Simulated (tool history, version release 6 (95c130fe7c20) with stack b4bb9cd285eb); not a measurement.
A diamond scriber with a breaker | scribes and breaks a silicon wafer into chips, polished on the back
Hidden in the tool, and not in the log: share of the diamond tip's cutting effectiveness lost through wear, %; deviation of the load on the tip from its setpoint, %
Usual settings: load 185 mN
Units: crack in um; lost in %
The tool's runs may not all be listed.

run    hour  load  wafers since the last listed run  hours since the diamond tip was replaced  hours since the load on the tip was calibrated  incoming depth of the damage left on the back of the incoming wafer, um  crack  lost
  1       0   185                                 0                                     534.4                                             3.4                                                                     0.01   9.64  0.98
  2    96.5   185                               228                                     630.9                                            99.9                                                                     0.03   9.59  0.81
      210.3  -- diamond tip replaced by a new one
  3   276.1   197                               420                                      65.8                                           279.5                                                                     0.03   9.45  0.93
  4   318.9   197                               101                                     108.6                                           322.3                                                                     0.02   9.45  0.88
  5     422   185                               243                                     211.7                                           425.4                                                                     0.02   9.05  1.01
  6     528   185                               250                                     317.7                                           531.4                                                                     0.05   9.04  1.02
  7   610.2   185                               194                                     399.9                                           613.6                                                                     0.02   9.06  1.07
  8   666.9   209                               134                                     456.6                                           670.3                                                                     0.04   9.85  0.97
  9   715.3   185                               114                                       505                                           718.7                                                                     0.01   9.02   1.1
 10  1010.1   185                               697                                     799.8                                          1013.5                                                                     0.03   8.85  1.12
 11  1104.9   199                               224                                     894.6                                          1108.3                                                                     0.04   9.36  0.97
 12    1159   199                               127                                     948.7                                          1162.4                                                                     0.03   9.07  0.96
     1187.8  -- diamond tip replaced by a new one
 13  1205.3   199                               104                                      17.5                                          1208.7                                                                     0.05   9.27  0.83
 14  1289.1   152                               198                                     101.3                                          1292.5                                                                     0.04   7.88   3.5
     1338.9  -- load on the tip recalibrated
 15  1377.8   233                               205                                       190                                            38.9                                                                     0.02  10.69  2.29
 16  1477.9   185                               236                                     290.1                                             139                                                                     0.02   9.27  0.89
 17  1579.3   144                               239                                     391.5                                           240.4                                                                     0.04   7.94  3.48
 18  1665.5   204                               203                                     477.7                                           326.6                                                                     0.02   9.75  0.87
 19  1762.5   151                               229                                     574.7                                           423.6                                                                     0.04   7.89  3.33
 20  1842.9   207                               190                                     655.1                                             504                                                                     0.05   9.59  0.86
 21  1898.3   150                               131                                     710.5                                           559.4                                                                     0.01   7.92  3.07
 22  1940.1   222                                98                                     752.3                                           601.2                                                                     0.05    9.8     1
     1965.7  -- diamond tip replaced by a new one
 23    1996   161                               127                                      30.3                                           657.1                                                                     0.02    8.2  2.34
 24  2092.7   134                               228                                       127                                           753.8                                                                     0.05   7.43  5.81
 25  2188.8   185                               227                                     223.1                                           849.9                                                                     0.05   8.71  1.18
 26  2284.5   185                               226                                     318.8                                           945.6                                                                     0.03   8.97  1.21
 27  2351.4   135                               158                                     385.7                                          1012.5                                                                     0.03   7.54  6.02
 28  2514.8   143                               386                                     549.1                                          1175.9                                                                     0.04   7.64  5.11

Hidden state at the last listed run before each entry between runs and at the first one after, where it differs:
Between runs 2 and 3: diamond tip replaced by a new one (hour 210.3)
  deviation of the load on the tip from its setpoint, %: -1.43 -> -4.68
  measured less the result without the state, crack: -0.08 -> -0.25 um; lost: +0.01 -> -0.12 %
Between runs 12 and 13: diamond tip replaced by a new one (hour 1187.8)
  deviation of the load on the tip from its setpoint, %: -10.6 -> -10.7
  measured less the result without the state, crack: -0.59 -> -0.6 um; lost: -0.12 -> -0.1 %
Between runs 14 and 15: load on the tip recalibrated (hour 1338.9)
  deviation of the load on the tip from its setpoint, %: -10.9 -> -1.37
  measured less the result without the state, crack: -0.52 -> -0.09 um; lost: +1.59 -> -0.17 %
Between runs 22 and 23: diamond tip replaced by a new one (hour 1965.7)
  deviation of the load on the tip from its setpoint, %: -9.51 -> -9.91
  measured less the result without the state, crack: -0.56 -> -0.48 um; lost: -0.71 -> +1.04 %
